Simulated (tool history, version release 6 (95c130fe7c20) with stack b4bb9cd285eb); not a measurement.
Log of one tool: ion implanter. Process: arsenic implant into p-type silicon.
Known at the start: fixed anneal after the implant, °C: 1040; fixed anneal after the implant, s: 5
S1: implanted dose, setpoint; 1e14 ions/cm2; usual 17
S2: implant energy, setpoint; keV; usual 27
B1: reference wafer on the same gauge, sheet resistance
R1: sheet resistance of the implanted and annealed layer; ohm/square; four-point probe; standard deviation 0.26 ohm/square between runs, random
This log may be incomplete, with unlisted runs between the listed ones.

run 1 hour=0 | S1=17 S2=27 | B1=91.4 | R1=98.66
run 2 hour=91 | S1=17 S2=27 | B1=91.42 | R1=98.09
run 3 hour=197.9 | S1=17 S2=27 | B1=91.44 | R1=98.41
run 4 hour=250 | S1=17 S2=27 | B1=91.38 | R1=98.01
run 5 hour=293.6 | S1=17 S2=27 | B1=91.37 | R1=97.9
run 6 hour=367.7 | S1=17 S2=27 | B1=91.36 | R1=97.64
run 7 hour=406.3 | S1=17 S2=27 | B1=91.41 | R1=97.67
run 8 hour=483.1 | S1=17 S2=27 | B1=91.35 | R1=97.92
run 9 hour=519.2 | S1=17 S2=22 | B1=91.44 | R1=105.42
run 10 hour=592.5 | S1=17 S2=22 | B1=91.39 | R1=105.83
-- hour=616.8 Faraday cup replaced and dose calibrated
run 11 hour=692.9 | S1=17 S2=27 | B1=91.39 | R1=98.71
run 12 hour=754.4 | S1=17 S2=27 | B1=91.38 | R1=98.19
run 13 hour=859.2 | S1=13.32 S2=27 | B1=91.35 | R1=106.26
run 14 hour=915.6 | S1=18.85 S2=27 | B1=91.38 | R1=96.21
-- hour=973.7 gauge calibrated
run 15 hour=1016 | S1=18.47 S2=27 | B1=91.39 | R1=95.55
run 16 hour=1112.2 | S1=17 S2=30 | B1=91.44 | R1=94.13
run 17 hour=1201 | S1=18.88 S2=36 | B1=91.38 | R1=84.45
run 18 hour=1283 | S1=17 S2=27 | B1=91.4 | R1=97.56
run 19 hour=1374.3 | S1=20.41 S2=22.5 | B1=91.43 | R1=101.27
run 20 hour=1432.9 | S1=17 S2=27 | B1=91.44 | R1=97.21
run 21 hour=1489 | S1=19.24 S2=21 | B1=91.4 | R1=105.23
run 22 hour=1570.3 | S1=18.47 S2=27 | B1=91.39 | R1=95.69
run 23 hour=1619 | S1=19.43 S2=22.5 | B1=91.38 | R1=102.25
run 24 hour=1694 | S1=19.74 S2=32.5 | B1=91.41 | R1=86.67
run 25 hour=1749.2 | S1=15.66 S2=27 | B1=91.45 | R1=100.12
-- hour=1809.7 Faraday cup replaced and dose calibrated
run 26 hour=1810.2 | S1=14.66 S2=31.5 | B1=91.45 | R1=97.57
run 27 hour=1877.9 | S1=17 S2=27 | B1=91.4 | R1=98.59
run 28 hour=1914.7 | S1=19.97 S2=27 | B1=91.35 | R1=94.99
-- hour=1948.5 extraction supply calibrated
run 29 hour=1966.4 | S1=21.26 S2=24 | B1=91.47 | R1=97.79
run 30 hour=2182.6 | S1=17 S2=27 | B1=91.47 | R1=98.59
run 31 hour=2468 | S1=17 S2=32 | B1=91.34 | R1=91.71
run 32 hour=2569.7 | S1=17 S2=27 | B1=91.41 | R1=97.72
run 33 hour=2622.9 | S1=19.68 S2=24.5 | B1=91.39 | R1=98.22
run 34 hour=2668.8 | S1=14.66 S2=31.5 | B1=91.39 | R1=96.69
run 35 hour=2758.5 | S1=17 S2=27 | B1=91.36 | R1=97.87
run 36 hour=2794.9 | S1=13.43 S2=20 | B1=91.42 | R1=116.43

A few steps of R1 between consecutive runs. Split each: what settings, incoming material and random variation would produce without the hidden state, and what is left over for the hidden state, along with gauge scatter present in only one of the two compared results (measured, and without hidden state):
The tool's hidden condition here consists of: deviation of the true dose from the Faraday cup's reading, %; deviation of the true energy from its setpoint, %; gauge reads high (%).
Run 23 -> 24: S1 19.43 -> 19.74, S2 22.5 -> 32.5. R1 -15.58 ohm/square: hidden state -0.17, all else -15.41.
Run 24 -> 25: S1 19.74 -> 15.66, S2 32.5 -> 27. R1 +13.45 ohm/square: hidden state -0.39, all else +13.84.
Run 25 -> 26: S1 15.66 -> 14.66, S2 27 -> 31.5, Faraday cup replaced and dose calibrated. R1 -2.55 ohm/square: hidden state +1.16, all else -3.71.
Run 33 -> 34: S1 19.68 -> 14.66, S2 24.5 -> 31.5. R1 -1.53 ohm/square: hidden state -0.54, all else -0.99.
Run 35 -> 36: S1 17 -> 13.43, S2 27 -> 20. R1 +18.56 ohm/square: hidden state -0.42, all else +18.98.

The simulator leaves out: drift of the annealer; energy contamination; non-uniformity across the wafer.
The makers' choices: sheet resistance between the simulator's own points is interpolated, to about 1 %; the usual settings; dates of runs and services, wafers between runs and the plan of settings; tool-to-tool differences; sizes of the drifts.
